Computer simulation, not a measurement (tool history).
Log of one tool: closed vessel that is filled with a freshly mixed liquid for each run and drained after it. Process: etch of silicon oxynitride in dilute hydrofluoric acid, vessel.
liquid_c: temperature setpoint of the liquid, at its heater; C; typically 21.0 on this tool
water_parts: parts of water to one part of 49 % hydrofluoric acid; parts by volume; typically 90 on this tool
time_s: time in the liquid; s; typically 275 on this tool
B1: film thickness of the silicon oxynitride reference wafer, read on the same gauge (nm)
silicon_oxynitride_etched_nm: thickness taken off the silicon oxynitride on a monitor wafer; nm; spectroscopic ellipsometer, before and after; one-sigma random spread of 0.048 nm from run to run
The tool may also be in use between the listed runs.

run 1 hour=0.0 | liquid_c=18.0 water_parts=90 time_s=275 | B1=129.97 | silicon_oxynitride_etched_nm=9.08
run 2 hour=17.2 | liquid_c=22.5 water_parts=90 time_s=315 | B1=130.00 | silicon_oxynitride_etched_nm=13.15
run 3 hour=33.4 | liquid_c=21.0 water_parts=90 time_s=210 | B1=129.99 | silicon_oxynitride_etched_nm=8.03
run 4 hour=50.3 | liquid_c=21.0 water_parts=90 time_s=210 | B1=130.01 | silicon_oxynitride_etched_nm=8.06
run 5 hour=63.5 | liquid_c=21.0 water_parts=90 time_s=210 | B1=129.99 | silicon_oxynitride_etched_nm=8.07
run 6 hour=73.7 | liquid_c=21.0 water_parts=90 time_s=275 | B1=130.00 | silicon_oxynitride_etched_nm=10.61
run 7 hour=86.1 | liquid_c=21.0 water_parts=105 time_s=155 | B1=130.00 | silicon_oxynitride_etched_nm=5.06
run 8 hour=93.8 | liquid_c=21.0 water_parts=105 time_s=155 | B1=130.02 | silicon_oxynitride_etched_nm=5.09
run 9 hour=107.2 | liquid_c=21.0 water_parts=105 time_s=155 | B1=129.99 | silicon_oxynitride_etched_nm=5.04
-- hour=113.9 hydrofluoric acid flow meter replaced
run 10 hour=122.2 | liquid_c=23.5 water_parts=90 time_s=275 | B1=130.00 | silicon_oxynitride_etched_nm=11.81
run 11 hour=145.2 | liquid_c=23.5 water_parts=90 time_s=275 | B1=130.02 | silicon_oxynitride_etched_nm=11.87
-- hour=157.4 thermometer replaced
run 12 hour=162.4 | liquid_c=23.5 water_parts=90 time_s=275 | B1=129.96 | silicon_oxynitride_etched_nm=13.22
run 13 hour=174.9 | liquid_c=21.0 water_parts=90 time_s=275 | B1=130.00 | silicon_oxynitride_etched_nm=11.62
run 14 hour=187.5 | liquid_c=21.0 water_parts=90 time_s=275 | B1=129.99 | silicon_oxynitride_etched_nm=11.73
run 15 hour=199.6 | liquid_c=21.0 water_parts=105 time_s=275 | B1=130.04 | silicon_oxynitride_etched_nm=9.83
run 16 hour=210.2 | liquid_c=21.0 water_parts=105 time_s=275 | B1=130.02 | silicon_oxynitride_etched_nm=9.91
run 17 hour=225.5 | liquid_c=21.0 water_parts=115 time_s=420 | B1=130.02 | silicon_oxynitride_etched_nm=13.65
run 18 hour=233.7 | liquid_c=21.0 water_parts=90 time_s=275 | B1=129.98 | silicon_oxynitride_etched_nm=11.62
run 19 hour=247.6 | liquid_c=21.0 water_parts=90 time_s=275 | B1=130.01 | silicon_oxynitride_etched_nm=11.60
run 20 hour=255.1 | liquid_c=23.5 water_parts=125 time_s=120 | B1=130.03 | silicon_oxynitride_etched_nm=4.01
run 21 hour=266.8 | liquid_c=22.5 water_parts=120 time_s=400 | B1=130.00 | silicon_oxynitride_etched_nm=13.28
-- hour=273.7 gauge calibrated
run 22 hour=280.6 | liquid_c=22.5 water_parts=120 time_s=400 | B1=129.97 | silicon_oxynitride_etched_nm=13.33
run 23 hour=289.9 | liquid_c=21.0 water_parts=120 time_s=275 | B1=129.96 | silicon_oxynitride_etched_nm=8.49
run 24 hour=302.4 | liquid_c=24.5 water_parts=90 time_s=175 | B1=129.98 | silicon_oxynitride_etched_nm=8.66
run 25 hour=318.9 | liquid_c=21.0 water_parts=125 time_s=275 | B1=130.01 | silicon_oxynitride_etched_nm=8.15
run 26 hour=332.9 | liquid_c=21.0 water_parts=90 time_s=275 | B1=130.02 | silicon_oxynitride_etched_nm=11.55
run 27 hour=347.4 | liquid_c=18.0 water_parts=130 time_s=430 | B1=129.99 | silicon_oxynitride_etched_nm=10.59
run 28 hour=353.7 | liquid_c=21.0 water_parts=105 time_s=275 | B1=129.99 | silicon_oxynitride_etched_nm=9.77
run 29 hour=363.0 | liquid_c=21.0 water_parts=90 time_s=160 | B1=130.04 | silicon_oxynitride_etched_nm=6.74
run 30 hour=375.1 | liquid_c=24.5 water_parts=90 time_s=275 | B1=130.00 | silicon_oxynitride_etched_nm=13.69

Run 31 is up next; what results do you expect?
run 31 hour=391.6 | liquid_c=21.0 water_parts=120 time_s=275 | B1=? | silicon_oxynitride_etched_nm=?

B1: 130.00
silicon_oxynitride_etched_nm: 8.47 nm
Minus the tool's unlogged condition, the same run would have read silicon_oxynitride_etched_nm 8.82 nm.
